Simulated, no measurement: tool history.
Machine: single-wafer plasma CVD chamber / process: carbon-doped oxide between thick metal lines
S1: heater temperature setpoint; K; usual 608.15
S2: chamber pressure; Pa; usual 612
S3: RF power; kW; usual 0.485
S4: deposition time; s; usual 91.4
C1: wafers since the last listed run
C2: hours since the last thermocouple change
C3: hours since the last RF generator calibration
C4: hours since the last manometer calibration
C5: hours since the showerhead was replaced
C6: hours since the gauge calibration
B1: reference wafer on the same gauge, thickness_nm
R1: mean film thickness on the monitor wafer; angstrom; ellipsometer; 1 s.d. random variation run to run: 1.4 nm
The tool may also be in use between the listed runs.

{"run": 1, "hour": 0.0, "S1": 608.15, "S2": 612, "S3": 0.485, "S4": 91.4, "C1": 0, "C2": 2210.8, "C3": 1152.9, "C4": 1729.1, "C5": 3218.4, "C6": 131.8, "B1": 437.312, "R1": 4529.3}
{"run": 2, "hour": 11.6, "S1": 608.15, "S2": 612, "S3": 0.485, "S4": 91.4, "C1": 109, "C2": 2222.4, "C3": 1164.5, "C4": 1740.7, "C5": 3230.0, "C6": 143.4, "B1": 436.59, "R1": 4528.65}
{"run": 3, "hour": 28.8, "S1": 608.15, "S2": 612, "S3": 0.485, "S4": 91.4, "C1": 162, "C2": 2239.6, "C3": 1181.7, "C4": 1757.9, "C5": 3247.2, "C6": 160.6, "B1": 437.254, "R1": 4532.39}
{"run": 4, "hour": 46.6, "S1": 608.15, "S2": 612, "S3": 0.485, "S4": 91.4, "C1": 167, "C2": 2257.4, "C3": 1199.5, "C4": 1775.7, "C5": 3265.0, "C6": 178.4, "B1": 437.05, "R1": 4533.82}
{"run": 5, "hour": 59.5, "S1": 608.15, "S2": 612, "S3": 0.485, "S4": 91.4, "C1": 121, "C2": 2270.3, "C3": 1212.4, "C4": 1788.6, "C5": 3277.9, "C6": 191.3, "B1": 436.486, "R1": 4531.51}
{"hour": 73.8, "done": "gauge calibrated"}
{"run": 6, "hour": 74.4, "S1": 608.15, "S2": 612, "S3": 0.485, "S4": 91.4, "C1": 140, "C2": 2285.2, "C3": 1227.3, "C4": 1803.5, "C5": 3292.8, "C6": 0.6, "B1": 437.382, "R1": 4525.75}
{"run": 7, "hour": 92.3, "S1": 608.15, "S2": 612, "S3": 0.485, "S4": 91.4, "C1": 168, "C2": 2303.1, "C3": 1245.2, "C4": 1821.4, "C5": 3310.7, "C6": 18.5, "B1": 436.692, "R1": 4530.16}
{"run": 8, "hour": 105.0, "S1": 608.15, "S2": 612, "S3": 0.485, "S4": 91.4, "C1": 119, "C2": 2315.8, "C3": 1257.9, "C4": 1834.1, "C5": 3323.4, "C6": 31.2, "B1": 436.977, "R1": 4510.46}
{"run": 9, "hour": 122.1, "S1": 608.15, "S2": 612, "S3": 0.485, "S4": 91.4, "C1": 161, "C2": 2332.9, "C3": 1275.0, "C4": 1851.2, "C5": 3340.5, "C6": 48.3, "B1": 436.774, "R1": 4532.96}
{"run": 10, "hour": 135.0, "S1": 608.15, "S2": 612, "S3": 0.485, "S4": 99.7, "C1": 121, "C2": 2345.8, "C3": 1287.9, "C4": 1864.1, "C5": 3353.4, "C6": 61.2, "B1": 437.192, "R1": 4923.85}
{"hour": 151.8, "done": "showerhead replaced, of another model than before"}
{"hour": 152.3, "done": "thermocouple changed; heater temperature recalibrated"}
{"run": 11, "hour": 152.8, "S1": 608.15, "S2": 612, "S3": 0.485, "S4": 99.7, "C1": 87, "C2": 0.5, "C3": 1305.7, "C4": 1881.9, "C5": 1.0, "C6": 79.0, "B1": 437.212, "R1": 5012.82}
{"run": 12, "hour": 160.1, "S1": 608.15, "S2": 505, "S3": 0.44, "S4": 91.4, "C1": 68, "C2": 7.8, "C3": 1313.0, "C4": 1889.2, "C5": 8.3, "C6": 86.3, "B1": 437.21, "R1": 4068.19}
{"run": 13, "hour": 175.0, "S1": 608.15, "S2": 612, "S3": 0.565, "S4": 77.2, "C1": 140, "C2": 22.7, "C3": 1327.9, "C4": 1904.1, "C5": 23.2, "C6": 101.2, "B1": 436.979, "R1": 4163.06}
{"hour": 185.5, "done": "RF generator calibrated"}
{"run": 14, "hour": 186.7, "S1": 608.15, "S2": 612, "S3": 0.485, "S4": 91.4, "C1": 34, "C2": 34.4, "C3": 1.2, "C4": 1915.8, "C5": 34.9, "C6": 112.9, "B1": 436.932, "R1": 4725.72}
{"run": 15, "hour": 194.6, "S1": 599.15, "S2": 688, "S3": 0.43, "S4": 83.3, "C1": 74, "C2": 42.3, "C3": 9.1, "C4": 1923.7, "C5": 42.8, "C6": 120.8, "B1": 436.965, "R1": 4354.68}
{"run": 16, "hour": 206.7, "S1": 621.15, "S2": 524, "S3": 0.4, "S4": 74.2, "C1": 113, "C2": 54.4, "C3": 21.2, "C4": 1935.8, "C5": 54.9, "C6": 132.9, "B1": 436.742, "R1": 3182.77}
{"hour": 226.1, "done": "capacitance manometer re-zeroed and calibrated"}
{"run": 17, "hour": 226.6, "S1": 608.15, "S2": 612, "S3": 0.485, "S4": 91.4, "C1": 112, "C2": 74.3, "C3": 41.1, "C4": 0.5, "C5": 74.8, "C6": 152.8, "B1": 436.732, "R1": 4711.29}
{"run": 18, "hour": 231.9, "S1": 608.15, "S2": 521, "S3": 0.485, "S4": 91.4, "C1": 49, "C2": 79.6, "C3": 46.4, "C4": 5.8, "C5": 80.1, "C6": 158.1, "B1": 437.119, "R1": 4411.65}
{"run": 19, "hour": 247.7, "S1": 608.15, "S2": 612, "S3": 0.425, "S4": 107.4, "C1": 148, "C2": 95.4, "C3": 62.2, "C4": 21.6, "C5": 95.9, "C6": 173.9, "B1": 437.106, "R1": 5215.19}
{"run": 20, "hour": 255.5, "S1": 596.15, "S2": 612, "S3": 0.485, "S4": 91.4, "C1": 73, "C2": 103.2, "C3": 70.0, "C4": 29.4, "C5": 103.7, "C6": 181.7, "B1": 437.155, "R1": 4887.4}
{"run": 21, "hour": 271.8, "S1": 608.15, "S2": 612, "S3": 0.485, "S4": 91.4, "C1": 153, "C2": 119.5, "C3": 86.3, "C4": 45.7, "C5": 120.0, "C6": 198.0, "B1": 437.419, "R1": 4724.6}
{"hour": 274.9, "done": "gauge calibrated"}
{"run": 22, "hour": 283.2, "S1": 595.15, "S2": 612, "S3": 0.56, "S4": 79.6, "C1": 107, "C2": 130.9, "C3": 97.7, "C4": 57.1, "C5": 131.4, "C6": 8.3, "B1": 437.162, "R1": 4525.28}
{"run": 23, "hour": 300.3, "S1": 608.15, "S2": 612, "S3": 0.485, "S4": 91.4, "C1": 161, "C2": 148.0, "C3": 114.8, "C4": 74.2, "C5": 148.5, "C6": 25.4, "B1": 437.26, "R1": 4691.83}
{"run": 24, "hour": 307.9, "S1": 616.15, "S2": 683, "S3": 0.485, "S4": 107.0, "C1": 71, "C2": 155.6, "C3": 122.4, "C4": 81.8, "C5": 156.1, "C6": 33.0, "B1": 437.151, "R1": 5612.81}
{"run": 25, "hour": 314.3, "S1": 622.15, "S2": 763, "S3": 0.485, "S4": 91.4, "C1": 60, "C2": 162.0, "C3": 128.8, "C4": 88.2, "C5": 162.5, "C6": 39.4, "B1": 436.84, "R1": 4826.52}
{"run": 26, "hour": 321.8, "S1": 593.15, "S2": 472, "S3": 0.525, "S4": 91.4, "C1": 70, "C2": 169.5, "C3": 136.3, "C4": 95.7, "C5": 170.0, "C6": 46.9, "B1": 437.197, "R1": 4605.92}
{"run": 27, "hour": 331.4, "S1": 599.15, "S2": 612, "S3": 0.51, "S4": 75.6, "C1": 90, "C2": 179.1, "C3": 145.9, "C4": 105.3, "C5": 179.6, "C6": 56.5, "B1": 436.497, "R1": 4092.8}

How would selected steps in R1 from run to run divide? Give the signed amount a tool lacking its hidden state would still show from settings, what came in and random variation, and the signed amount left for the hidden state, including any gauge scatter that is not in both of the compared results.
The hidden state here: wafer temperature above the value expected at the setpoint (K); delivered RF power above the setpoint (%); true pressure above the setpoint (%); gauge reads high (%).
Run 10 -> 11: showerhead replaced, of another model than before, thermocouple changed; heater temperature recalibrated. R1 +88.97 angstrom: hidden state +89.63, all else -0.66.
Run 13 -> 14: S3 0.565 -> 0.485, S4 77.2 -> 91.4, RF generator calibrated. R1 +562.66 angstrom: hidden state +113.05, all else +449.61.
Run 15 -> 16: S1 599.15 -> 621.15, S2 688 -> 524, S3 0.430 -> 0.400, S4 83.3 -> 74.2. R1 -1171.91 angstrom: hidden state +5.39, all else -1177.30.
Run 16 -> 17: S1 621.15 -> 608.15, S2 524 -> 612, S3 0.400 -> 0.485, S4 74.2 -> 91.4, capacitance manometer re-zeroed and calibrated. R1 +1528.52 angstrom: hidden state -7.22, all else +1535.74.

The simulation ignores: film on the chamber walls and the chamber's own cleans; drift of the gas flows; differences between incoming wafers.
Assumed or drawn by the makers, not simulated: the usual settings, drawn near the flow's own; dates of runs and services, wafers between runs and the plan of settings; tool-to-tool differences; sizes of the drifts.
